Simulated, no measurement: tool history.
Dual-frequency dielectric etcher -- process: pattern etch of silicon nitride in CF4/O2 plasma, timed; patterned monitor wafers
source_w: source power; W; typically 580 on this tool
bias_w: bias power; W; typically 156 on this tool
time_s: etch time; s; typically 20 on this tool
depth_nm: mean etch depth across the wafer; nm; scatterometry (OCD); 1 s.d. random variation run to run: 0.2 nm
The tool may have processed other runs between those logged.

run	hour	source_w	bias_w	time_s	read-back reference wafer on the same gauge, depth_nm	depth_nm
1	0	580	156	20	37.65	44.68
2	8.9	530	156	20	37.65	41.78
3	22.6	680	156	20	37.48	51.05
4	30.5	680	156	20	37.6	51.1
5	45.6	680	156	20	37.62	51.19
6	62.5	580	156	20	37.6	44.8
7	69.5	580	156	20	37.62	44.84
8	76.6	580	156	20	37.62	44.65
9	87.4	580	156	20	37.66	45.13
# hour 120.8: upper electrode replaced
10	121.3	580	156	20	37.6	45.35
11	121.6	480	156	20	37.59	39.14
12	122.9	580	156	20	37.57	44.81
13	140.5	580	156	20	37.64	45.43
14	150	510	156	20	37.52	40.7
# hour 159.6: source power generator calibrated
# hour 177.9: wet clean of the chamber
15	178.4	580	156	24	37.67	51.76
16	178.7	700	193	24	37.67	64.88
17	190.3	580	156	20	37.6	43.24
18	197.7	580	141	23	37.58	47.93
# hour 207.2: gauge calibrated
19	215	580	156	25	37.63	54.15
# hour 226.6: bias power generator calibrated
20	232.3	690	180	14	37.54	36.69
21	247.7	580	156	20	37.52	43.52
22	262.6	640	172	22	37.59	53.99
23	276.1	640	172	22	37.57	53.79
24	285.3	520	193	20	37.6	43.05

For each run, what was the tool's unlogged condition?
source power that arrives over what is set, %: 0 at every run
bias power that arrives over what is set, %: 0 at every run
gauge reads high (%): 0 at every run
H1: etch rate over this chamber's usual, %
run	H1
1	3.48
2	3.57
3	3.71
4	3.79
5	3.95
6	4.12
7	4.19
8	4.26
9	4.37
10	4.72
11	4.72
12	4.74
13	4.92
14	5.01
15	-0.0294
16	-0.0263
17	0.0922
18	0.168
19	0.344
20	0.521
21	0.679
22	0.831
23	0.969
24	1.06
